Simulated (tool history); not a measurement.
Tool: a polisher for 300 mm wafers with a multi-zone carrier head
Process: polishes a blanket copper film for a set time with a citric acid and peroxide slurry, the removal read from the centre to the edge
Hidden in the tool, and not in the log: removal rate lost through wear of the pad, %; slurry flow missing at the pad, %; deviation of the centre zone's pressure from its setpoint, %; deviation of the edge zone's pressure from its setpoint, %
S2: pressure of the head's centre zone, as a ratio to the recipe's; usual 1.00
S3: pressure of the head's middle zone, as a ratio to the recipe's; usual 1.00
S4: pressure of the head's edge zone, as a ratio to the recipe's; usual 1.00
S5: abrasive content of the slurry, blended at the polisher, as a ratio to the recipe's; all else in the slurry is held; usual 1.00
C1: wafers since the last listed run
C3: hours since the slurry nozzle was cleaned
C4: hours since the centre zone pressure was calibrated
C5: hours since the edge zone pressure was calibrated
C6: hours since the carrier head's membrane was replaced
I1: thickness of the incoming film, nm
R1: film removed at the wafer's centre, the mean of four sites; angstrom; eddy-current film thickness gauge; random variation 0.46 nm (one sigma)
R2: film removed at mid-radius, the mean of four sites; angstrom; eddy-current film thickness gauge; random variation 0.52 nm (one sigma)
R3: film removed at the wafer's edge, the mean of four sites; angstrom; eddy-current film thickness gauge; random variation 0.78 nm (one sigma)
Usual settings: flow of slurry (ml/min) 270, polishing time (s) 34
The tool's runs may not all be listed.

run 1 hour=0.0 | flow_of_slurry_(ml/min)=270 S2=1.00 S3=0.95 S4=1.00 S5=1.00 polishing_time_(s)=34 | C1=0 wafers_polished_on_this_pad=981 C3=0.5 C4=205.2 C5=179.1 C6=248.3 | I1=600.4 | R1=598 R2=574 R3=604
run 2 hour=15.4 | flow_of_slurry_(ml/min)=270 S2=1.00 S3=1.09 S4=1.00 S5=1.15 polishing_time_(s)=29 | C1=107 wafers_polished_on_this_pad=1088 C3=15.9 C4=220.6 C5=194.5 C6=263.7 | I1=594.1 | R1=525 R2=566 R3=521
run 3 hour=33.4 | flow_of_slurry_(ml/min)=315 S2=1.00 S3=1.07 S4=0.89 S5=1.00 polishing_time_(s)=30 | C1=125 wafers_polished_on_this_pad=1214 C3=33.9 C4=238.6 C5=212.5 C6=281.7 | I1=594.0 | R1=539 R2=572 R3=512
run 4 hour=58.1 | flow_of_slurry_(ml/min)=270 S2=1.00 S3=1.05 S4=1.04 S5=1.00 polishing_time_(s)=37 | C1=172 wafers_polished_on_this_pad=1387 C3=58.6 C4=263.3 C5=237.2 C6=306.4 | I1=601.3 | R1=651 R2=685 R3=653
run 5 hour=90.5 | flow_of_slurry_(ml/min)=270 S2=1.00 S3=1.00 S4=1.10 S5=1.00 polishing_time_(s)=34 | C1=226 wafers_polished_on_this_pad=1613 C3=91.0 C4=295.7 C5=269.6 C6=338.8 | I1=605.8 | R1=590 R2=586 R3=606
run 6 hour=114.4 | flow_of_slurry_(ml/min)=270 S2=1.00 S3=1.00 S4=0.92 S5=1.00 polishing_time_(s)=27 | C1=166 wafers_polished_on_this_pad=1780 C3=114.9 C4=319.6 C5=293.5 C6=362.7 | I1=610.3 | R1=466 R2=458 R3=450
-- hour=123.8 worn pad replaced by a new one
run 7 hour=142.0 | flow_of_slurry_(ml/min)=270 S2=1.00 S3=1.00 S4=1.00 S5=1.00 polishing_time_(s)=34 | C1=164 wafers_polished_on_this_pad=127 C3=142.5 C4=347.2 C5=321.1 C6=390.3 | I1=591.7 | R1=611 R2=611 R3=601
run 8 hour=164.3 | flow_of_slurry_(ml/min)=270 S2=0.91 S3=1.00 S4=1.00 S5=1.00 polishing_time_(s)=40 | C1=155 wafers_polished_on_this_pad=283 C3=164.8 C4=369.5 C5=343.4 C6=412.6 | I1=609.4 | R1=651 R2=719 R3=722
run 9 hour=190.1 | flow_of_slurry_(ml/min)=350 S2=1.00 S3=1.00 S4=1.11 S5=1.00 polishing_time_(s)=34 | C1=180 wafers_polished_on_this_pad=463 C3=190.6 C4=395.3 C5=369.2 C6=438.4 | I1=593.2 | R1=613 R2=621 R3=636
run 10 hour=223.5 | flow_of_slurry_(ml/min)=225 S2=0.89 S3=1.00 S4=0.93 S5=1.10 polishing_time_(s)=34 | C1=233 wafers_polished_on_this_pad=696 C3=224.0 C4=428.7 C5=402.6 C6=471.8 | I1=600.1 | R1=536 R2=608 R3=579
run 11 hour=248.2 | flow_of_slurry_(ml/min)=270 S2=1.00 S3=1.00 S4=1.00 S5=1.00 polishing_time_(s)=34 | C1=172 wafers_polished_on_this_pad=869 C3=248.7 C4=453.4 C5=427.3 C6=496.5 | I1=596.8 | R1=596 R2=605 R3=591
run 12 hour=265.0 | flow_of_slurry_(ml/min)=270 S2=0.92 S3=1.00 S4=1.00 S5=1.00 polishing_time_(s)=34 | C1=117 wafers_polished_on_this_pad=986 C3=265.5 C4=470.2 C5=444.1 C6=513.3 | I1=598.0 | R1=547 R2=609 R3=591
run 13 hour=297.8 | flow_of_slurry_(ml/min)=270 S2=0.91 S3=1.00 S4=1.00 S5=1.00 polishing_time_(s)=40 | C1=229 wafers_polished_on_this_pad=1216 C3=298.3 C4=503.0 C5=476.9 C6=546.1 | I1=605.1 | R1=642 R2=710 R3=702
run 14 hour=315.4 | flow_of_slurry_(ml/min)=270 S2=1.06 S3=1.00 S4=1.00 S5=1.00 polishing_time_(s)=40 | C1=122 wafers_polished_on_this_pad=1339 C3=315.9 C4=520.6 C5=494.5 C6=563.7 | I1=599.3 | R1=742 R2=700 R3=691
run 15 hour=334.8 | flow_of_slurry_(ml/min)=270 S2=1.00 S3=1.00 S4=1.00 S5=1.00 polishing_time_(s)=34 | C1=135 wafers_polished_on_this_pad=1474 C3=335.3 C4=540.0 C5=513.9 C6=583.1 | I1=591.0 | R1=584 R2=590 R3=589
run 16 hour=386.3 | flow_of_slurry_(ml/min)=225 S2=0.89 S3=1.00 S4=0.93 S5=1.10 polishing_time_(s)=34 | C1=359 wafers_polished_on_this_pad=1834 C3=386.8 C4=591.5 C5=565.4 C6=634.6 | I1=608.1 | R1=508 R2=588 R3=544
run 17 hour=424.3 | flow_of_slurry_(ml/min)=270 S2=1.00 S3=0.96 S4=1.00 S5=1.00 polishing_time_(s)=34 | C1=265 wafers_polished_on_this_pad=2099 C3=424.8 C4=629.5 C5=603.4 C6=672.6 | I1=599.6 | R1=563 R2=552 R3=577
-- hour=447.3 worn pad replaced by a new one
run 18 hour=523.8 | flow_of_slurry_(ml/min)=305 S2=0.91 S3=1.00 S4=0.92 S5=1.00 polishing_time_(s)=34 | C1=667 wafers_polished_on_this_pad=534 C3=524.3 C4=729.0 C5=702.9 C6=772.1 | I1=605.2 | R1=560 R2=624 R3=585
run 19 hour=617.8 | flow_of_slurry_(ml/min)=270 S2=1.00 S3=1.00 S4=1.12 S5=1.00 polishing_time_(s)=34 | C1=656 wafers_polished_on_this_pad=1191 C3=618.3 C4=823.0 C5=796.9 C6=866.1 | I1=606.3 | R1=606 R2=614 R3=639
-- hour=712.1 worn pad replaced by a new one
run 20 hour=718.2 | flow_of_slurry_(ml/min)=270 S2=1.00 S3=1.00 S4=1.00 S5=1.25 polishing_time_(s)=40 | C1=673 wafers_polished_on_this_pad=42 C3=718.7 C4=923.4 C5=897.3 C6=966.5 | I1=599.5 | R1=749 R2=757 R3=742
run 21 hour=734.0 | flow_of_slurry_(ml/min)=180 S2=1.05 S3=0.94 S4=0.95 S5=1.00 polishing_time_(s)=34 | C1=110 wafers_polished_on_this_pad=152 C3=734.5 C4=939.2 C5=913.1 C6=982.3 | I1=591.6 | R1=591 R2=550 R3=568

The tool's hidden state at each run:
slurry flow missing at the pad, %: 0 in every run
deviation of the centre zone's pressure from its setpoint, %: 0 in every run
deviation of the edge zone's pressure from its setpoint, %: 0 in every run
H1: removal rate lost through wear of the pad, %
run=1 H1=1.66
run=2 H1=1.94
run=3 H1=2.31
run=4 H1=2.87
run=5 H1=3.72
run=6 H1=4.43
run=7 H1=1.05
run=8 H1=1.13
run=9 H1=1.29
run=10 H1=1.63
run=11 H1=1.97
run=12 H1=2.24
run=13 H1=2.87
run=14 H1=3.27
run=15 H1=3.74
run=16 H1=5.23
run=17 H1=6.53
run=18 H1=0.674
run=19 H1=2.09
run=20 H1=0.385
run=21 H1=0.412
